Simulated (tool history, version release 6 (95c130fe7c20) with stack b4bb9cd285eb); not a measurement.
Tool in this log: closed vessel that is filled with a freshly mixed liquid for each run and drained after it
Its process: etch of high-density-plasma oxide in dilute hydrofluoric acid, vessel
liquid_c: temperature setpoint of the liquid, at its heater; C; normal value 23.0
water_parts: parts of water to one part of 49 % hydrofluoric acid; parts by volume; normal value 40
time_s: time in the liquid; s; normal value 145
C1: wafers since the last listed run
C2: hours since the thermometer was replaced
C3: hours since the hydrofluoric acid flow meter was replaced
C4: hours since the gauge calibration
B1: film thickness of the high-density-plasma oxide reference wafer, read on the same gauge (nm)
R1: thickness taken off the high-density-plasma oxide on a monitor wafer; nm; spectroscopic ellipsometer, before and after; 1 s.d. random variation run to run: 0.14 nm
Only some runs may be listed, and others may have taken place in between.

run 1 hour=0.0 | liquid_c=23.0 water_parts=40 time_s=145 | C1=0 C2=110.4 C3=1930.5 C4=708.5 | B1=90.01 | R1=20.35
run 2 hour=32.8 | liquid_c=23.0 water_parts=40 time_s=145 | C1=2012 C2=143.2 C3=1963.3 C4=741.3 | B1=90.00 | R1=20.29
run 3 hour=68.9 | liquid_c=23.0 water_parts=40 time_s=145 | C1=2214 C2=179.3 C3=1999.4 C4=777.4 | B1=90.01 | R1=20.10
run 4 hour=125.6 | liquid_c=23.0 water_parts=45 time_s=105 | C1=3478 C2=236.0 C3=2056.1 C4=834.1 | B1=90.05 | R1=13.12
run 5 hour=167.0 | liquid_c=23.0 water_parts=40 time_s=145 | C1=2539 C2=277.4 C3=2097.5 C4=875.5 | B1=89.98 | R1=20.13
run 6 hour=216.0 | liquid_c=23.0 water_parts=40 time_s=145 | C1=3006 C2=326.4 C3=2146.5 C4=924.5 | B1=89.97 | R1=20.16
run 7 hour=245.5 | liquid_c=23.0 water_parts=40 time_s=145 | C1=1809 C2=355.9 C3=2176.0 C4=954.0 | B1=90.01 | R1=20.14
run 8 hour=303.4 | liquid_c=23.0 water_parts=30 time_s=145 | C1=3552 C2=413.8 C3=2233.9 C4=1011.9 | B1=89.99 | R1=27.07
run 9 hour=327.7 | liquid_c=23.0 water_parts=40 time_s=145 | C1=1490 C2=438.1 C3=2258.2 C4=1036.2 | B1=89.99 | R1=20.16
run 10 hour=385.8 | liquid_c=23.0 water_parts=40 time_s=65 | C1=3564 C2=496.2 C3=2316.3 C4=1094.3 | B1=89.98 | R1=8.89
run 11 hour=472.7 | liquid_c=26.5 water_parts=40 time_s=100 | C1=5331 C2=583.1 C3=2403.2 C4=1181.2 | B1=90.00 | R1=15.97
-- hour=493.5 hydrofluoric acid flow meter replaced
run 12 hour=516.1 | liquid_c=28.0 water_parts=25 time_s=145 | C1=2601 C2=626.5 C3=22.6 C4=1224.6 | B1=89.97 | R1=37.83
-- hour=560.6 thermometer replaced
run 13 hour=561.7 | liquid_c=19.0 water_parts=20 time_s=145 | C1=2736 C2=1.1 C3=68.2 C4=1270.2 | B1=90.00 | R1=33.69
run 14 hour=590.6 | liquid_c=18.5 water_parts=40 time_s=195 | C1=1772 C2=30.0 C3=97.1 C4=1299.1 | B1=89.99 | R1=21.70
run 15 hour=655.7 | liquid_c=21.0 water_parts=40 time_s=145 | C1=3993 C2=95.1 C3=162.2 C4=1364.2 | B1=89.99 | R1=17.71
-- hour=710.9 gauge calibrated
run 16 hour=718.2 | liquid_c=26.0 water_parts=40 time_s=145 | C1=3834 C2=157.6 C3=224.7 C4=7.3 | B1=90.03 | R1=21.97
run 17 hour=763.1 | liquid_c=23.0 water_parts=20 time_s=225 | C1=2754 C2=202.5 C3=269.6 C4=52.2 | B1=90.01 | R1=62.33
run 18 hour=837.1 | liquid_c=23.0 water_parts=40 time_s=145 | C1=4539 C2=276.5 C3=343.6 C4=126.2 | B1=90.03 | R1=19.26
run 19 hour=957.2 | liquid_c=23.0 water_parts=35 time_s=145 | C1=7367 C2=396.6 C3=463.7 C4=246.3 | B1=89.98 | R1=22.03
run 20 hour=989.8 | liquid_c=27.0 water_parts=40 time_s=145 | C1=1999 C2=429.2 C3=496.3 C4=278.9 | B1=90.01 | R1=22.98
run 21 hour=1052.5 | liquid_c=26.5 water_parts=50 time_s=90 | C1=3846 C2=491.9 C3=559.0 C4=341.6 | B1=90.01 | R1=10.86
run 22 hour=1120.3 | liquid_c=26.0 water_parts=25 time_s=170 | C1=4159 C2=559.7 C3=626.8 C4=409.4 | B1=90.00 | R1=40.82
run 23 hour=1153.8 | liquid_c=21.0 water_parts=40 time_s=145 | C1=2055 C2=593.2 C3=660.3 C4=442.9 | B1=90.01 | R1=17.43
run 24 hour=1187.7 | liquid_c=23.0 water_parts=40 time_s=145 | C1=2079 C2=627.1 C3=694.2 C4=476.8 | B1=90.01 | R1=19.00
run 25 hour=1235.4 | liquid_c=23.0 water_parts=55 time_s=75 | C1=2926 C2=674.8 C3=741.9 C4=524.5 | B1=90.00 | R1=7.14
-- hour=1242.8 thermometer replaced
run 26 hour=1369.2 | liquid_c=23.0 water_parts=40 time_s=105 | C1=8146 C2=126.4 C3=875.7 C4=658.3 | B1=90.01 | R1=14.26
run 27 hour=1419.4 | liquid_c=20.0 water_parts=25 time_s=115 | C1=3079 C2=176.6 C3=925.9 C4=708.5 | B1=90.00 | R1=22.51
run 28 hour=1477.9 | liquid_c=25.0 water_parts=20 time_s=110 | C1=3588 C2=235.1 C3=984.4 C4=767.0 | B1=90.01 | R1=33.37
run 29 hour=1514.5 | liquid_c=26.5 water_parts=50 time_s=90 | C1=2245 C2=271.7 C3=1021.0 C4=803.6 | B1=90.02 | R1=11.13
run 30 hour=1539.4 | liquid_c=23.0 water_parts=40 time_s=175 | C1=1527 C2=296.6 C3=1045.9 C4=828.5 | B1=90.00 | R1=23.86
run 31 hour=1567.0 | liquid_c=26.0 water_parts=40 time_s=175 | C1=1693 C2=324.2 C3=1073.5 C4=856.1 | B1=90.01 | R1=26.85

5 options for the next run, each taken on its own from the tool as it stands now. Forecast them:
run A hour=1567.7 | liquid_c=23.0 water_parts=50 time_s=145 | C1=42 C2=324.9 C3=1074.2 C4=856.8 | B1=? | R1=?
run B hour=1567.7 | liquid_c=23.0 water_parts=40 time_s=230 | C1=42 C2=324.9 C3=1074.2 C4=856.8 | B1=? | R1=?
run C hour=1567.7 | liquid_c=25.5 water_parts=40 time_s=145 | C1=42 C2=324.9 C3=1074.2 C4=856.8 | B1=? | R1=?
run D hour=1567.7 | liquid_c=23.0 water_parts=40 time_s=215 | C1=42 C2=324.9 C3=1074.2 C4=856.8 | B1=? | R1=?
run E hour=1567.7 | liquid_c=28.0 water_parts=40 time_s=90 | C1=42 C2=324.9 C3=1074.2 C4=856.8 | B1=? | R1=?

run=A B1=90.02 R1=15.58
run=B B1=90.02 R1=31.27
run=C B1=90.02 R1=21.88
run=D B1=90.02 R1=29.23
run=E B1=90.02 R1=15.04
Stripped of hidden state, with their random variation kept, the same runs would have yielded:
run=A R1=15.45
run=B R1=31.04
run=C R1=21.71
run=D R1=29.02
run=E R1=14.91
